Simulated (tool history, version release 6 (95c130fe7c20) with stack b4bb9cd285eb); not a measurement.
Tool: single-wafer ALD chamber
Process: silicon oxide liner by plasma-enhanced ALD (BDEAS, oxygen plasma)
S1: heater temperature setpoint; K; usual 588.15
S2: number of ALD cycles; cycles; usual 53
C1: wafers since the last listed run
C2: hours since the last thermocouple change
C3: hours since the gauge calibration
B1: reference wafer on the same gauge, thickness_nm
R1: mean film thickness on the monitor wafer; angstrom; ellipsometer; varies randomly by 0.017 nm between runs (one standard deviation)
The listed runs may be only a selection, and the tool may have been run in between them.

{"run": 1, "hour": 0.0, "S1": 588.15, "S2": 53, "C1": 0, "C2": 1947.2, "C3": 210, "B1": 5.203, "R1": 51.3}
{"run": 2, "hour": 16.7, "S1": 593.15, "S2": 59, "C1": 71, "C2": 1963.9, "C3": 226.7, "B1": 5.203, "R1": 56.24}
{"run": 3, "hour": 43.3, "S1": 593.15, "S2": 59, "C1": 113, "C2": 1990.5, "C3": 253.3, "B1": 5.197, "R1": 56.31}
{"run": 4, "hour": 75.6, "S1": 593.15, "S2": 59, "C1": 137, "C2": 2022.8, "C3": 285.6, "B1": 5.189, "R1": 56}
{"run": 5, "hour": 111.5, "S1": 588.15, "S2": 57, "C1": 153, "C2": 2058.7, "C3": 321.5, "B1": 5.19, "R1": 54.69}
{"run": 6, "hour": 146.4, "S1": 588.15, "S2": 57, "C1": 148, "C2": 2093.6, "C3": 356.4, "B1": 5.183, "R1": 54.64}
{"run": 7, "hour": 159.8, "S1": 588.15, "S2": 57, "C1": 57, "C2": 2107, "C3": 369.8, "B1": 5.187, "R1": 54.3}
{"run": 8, "hour": 171.8, "S1": 599.15, "S2": 61, "C1": 51, "C2": 2119, "C3": 381.8, "B1": 5.177, "R1": 57.8}
{"run": 9, "hour": 203.6, "S1": 599.15, "S2": 61, "C1": 135, "C2": 2150.8, "C3": 413.6, "B1": 5.178, "R1": 57.41}
{"run": 10, "hour": 223.8, "S1": 592.15, "S2": 53, "C1": 86, "C2": 2171, "C3": 433.8, "B1": 5.171, "R1": 50.5}
{"run": 11, "hour": 245.1, "S1": 588.15, "S2": 47, "C1": 90, "C2": 2192.3, "C3": 455.1, "B1": 5.176, "R1": 44.91}
{"run": 12, "hour": 269.2, "S1": 597.15, "S2": 57, "C1": 102, "C2": 2216.4, "C3": 479.2, "B1": 5.167, "R1": 53.9}
{"run": 13, "hour": 298.2, "S1": 588.15, "S2": 45, "C1": 123, "C2": 2245.4, "C3": 508.2, "B1": 5.165, "R1": 43.14}
{"hour": 336.0, "done": "thermocouple changed; heater temperature recalibrated"}
{"run": 14, "hour": 336.5, "S1": 588.15, "S2": 43, "C1": 129, "C2": 0.5, "C3": 546.5, "B1": 5.165, "R1": 41.11}
{"run": 15, "hour": 341.5, "S1": 588.15, "S2": 53, "C1": 21, "C2": 5.5, "C3": 551.5, "B1": 5.165, "R1": 50.79}
{"hour": 365.2, "done": "gauge calibrated"}
{"run": 16, "hour": 373.6, "S1": 602.15, "S2": 61, "C1": 136, "C2": 37.6, "C3": 8.4, "B1": 5.264, "R1": 58.62}
{"run": 17, "hour": 404.2, "S1": 588.15, "S2": 53, "C1": 130, "C2": 68.2, "C3": 39, "B1": 5.258, "R1": 51.42}
{"run": 18, "hour": 427.4, "S1": 588.15, "S2": 57, "C1": 98, "C2": 91.4, "C3": 62.2, "B1": 5.235, "R1": 54.94}
{"run": 19, "hour": 460.4, "S1": 598.15, "S2": 61, "C1": 140, "C2": 124.4, "C3": 95.2, "B1": 5.229, "R1": 58.2}
{"run": 20, "hour": 483.8, "S1": 588.15, "S2": 56, "C1": 99, "C2": 147.8, "C3": 118.6, "B1": 5.227, "R1": 54.1}
{"run": 21, "hour": 513.5, "S1": 600.15, "S2": 58, "C1": 126, "C2": 177.5, "C3": 148.3, "B1": 5.217, "R1": 55.16}

Branching from run 21: 5 alternative next runs. What would each branch give?
{"run": "A", "hour": 514.0, "S1": 588.15, "S2": 53, "C1": 2, "C2": 178, "C3": 148.8, "B1": "?", "R1": "?"}
{"run": "B", "hour": 514.0, "S1": 593.15, "S2": 53, "C1": 2, "C2": 178, "C3": 148.8, "B1": "?", "R1": "?"}
{"run": "C", "hour": 514.0, "S1": 588.15, "S2": 58, "C1": 2, "C2": 178, "C3": 148.8, "B1": "?", "R1": "?"}
{"run": "D", "hour": 514.0, "S1": 599.15, "S2": 59, "C1": 2, "C2": 178, "C3": 148.8, "B1": "?", "R1": "?"}
{"run": "E", "hour": 514.0, "S1": 580.15, "S2": 47, "C1": 2, "C2": 178, "C3": 148.8, "B1": "?", "R1": "?"}

run=A B1=5.212 R1=51.3
run=B B1=5.212 R1=50.98
run=C B1=5.212 R1=56.14
run=D B1=5.212 R1=56.32
run=E B1=5.212 R1=45.95
Had the tool no hidden state, the same runs would have come out as:
run=A R1=52.16
run=B R1=51.83
run=C R1=57.08
run=D R1=57.26
run=E R1=46.72

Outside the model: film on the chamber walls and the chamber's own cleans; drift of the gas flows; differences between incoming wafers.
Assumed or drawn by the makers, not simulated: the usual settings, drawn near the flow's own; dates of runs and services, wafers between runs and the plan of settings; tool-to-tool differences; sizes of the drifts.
